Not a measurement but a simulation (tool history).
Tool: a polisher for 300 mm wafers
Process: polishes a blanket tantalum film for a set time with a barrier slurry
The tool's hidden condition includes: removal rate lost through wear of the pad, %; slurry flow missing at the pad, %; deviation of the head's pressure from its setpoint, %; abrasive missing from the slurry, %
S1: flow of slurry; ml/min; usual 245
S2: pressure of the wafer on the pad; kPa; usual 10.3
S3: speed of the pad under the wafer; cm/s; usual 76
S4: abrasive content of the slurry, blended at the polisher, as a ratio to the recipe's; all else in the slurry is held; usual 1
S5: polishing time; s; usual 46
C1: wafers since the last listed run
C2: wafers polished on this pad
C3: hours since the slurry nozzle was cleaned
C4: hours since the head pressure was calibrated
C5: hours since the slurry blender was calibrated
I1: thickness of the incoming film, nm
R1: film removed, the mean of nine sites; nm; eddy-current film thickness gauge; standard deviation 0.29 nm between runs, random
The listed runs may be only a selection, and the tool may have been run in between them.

run	hour	S1	S2	S3	S4	S5	C1	C2	C3	C4	C5	I1	R1
1	0	245	10.3	76	1	46	0	631	414.6	368.9	75.7	189.9	42.7
2	25.9	245	10.3	76	1	46	289	921	440.5	394.8	101.6	190.8	41.8
# hour 27.3: slurry nozzle cleaned
3	43.4	245	9.7	76	1	46	184	1106	16.1	412.3	119.1	190	38.6
# hour 56.5: slurry blender recalibrated
4	69	245	9.7	76	1	46	264	1370	41.7	437.9	12.5	191.7	37.8
# hour 85.1: worn pad replaced by a new one
5	90.9	245	10.3	76	1	46	200	64	63.6	459.8	34.4	189.8	43.5
6	122.3	245	10.3	76	1	46	351	416	95	491.2	65.8	189.5	43.1
7	135.6	245	10.3	62	1	46	148	564	108.3	504.5	79.1	193.4	35.4
8	150.2	245	10.3	62	1	46	163	728	122.9	519.1	93.7	191	34.5
9	162.8	245	10.3	62	1	46	141	869	135.5	531.7	106.3	191.6	34.4
# hour 195.8: worn pad replaced by a new one
10	196.3	245	10.3	76	1	46	330	5	169	565.2	139.8	188.8	43.3
# hour 217.3: slurry blender recalibrated
# hour 223.6: head pressure recalibrated
11	224.1	245	10.3	76	1	46	266	271	196.8	0.5	6.8	187.3	42.5
12	247.6	245	8.3	76	0.95	46	262	534	220.3	24	30.3	189.6	35.5
13	282.1	245	10.3	76	1	54	386	920	254.8	58.5	64.8	190.4	48.5
14	307	245	10.3	76	1.15	31	278	1199	279.7	83.4	89.7	190.2	28.3
# hour 334: worn pad replaced by a new one
15	334.5	170	10.3	86	1	46	262	5	307.2	110.9	117.2	191.8	45.9
16	345.8	245	10.3	76	1	46	126	132	318.5	122.2	128.5	190.5	42.5
# hour 365.6: slurry blender recalibrated
17	373.2	180	9	76	0.9	46	284	416	345.9	149.6	7.6	189.8	35.9
18	391.9	245	12.4	76	1	59	209	625	364.6	168.3	26.3	189.1	63.3

Forecast run 19:
19	425.7	245	12.4	56	1.15	57	378	1004	398.4	202.1	60.1	189	?

{"run 19": {"R1": 44.5}}
Take away the tool's hidden state, keep the run-to-run variation as it was, and the same run would have given R1 47 nm.

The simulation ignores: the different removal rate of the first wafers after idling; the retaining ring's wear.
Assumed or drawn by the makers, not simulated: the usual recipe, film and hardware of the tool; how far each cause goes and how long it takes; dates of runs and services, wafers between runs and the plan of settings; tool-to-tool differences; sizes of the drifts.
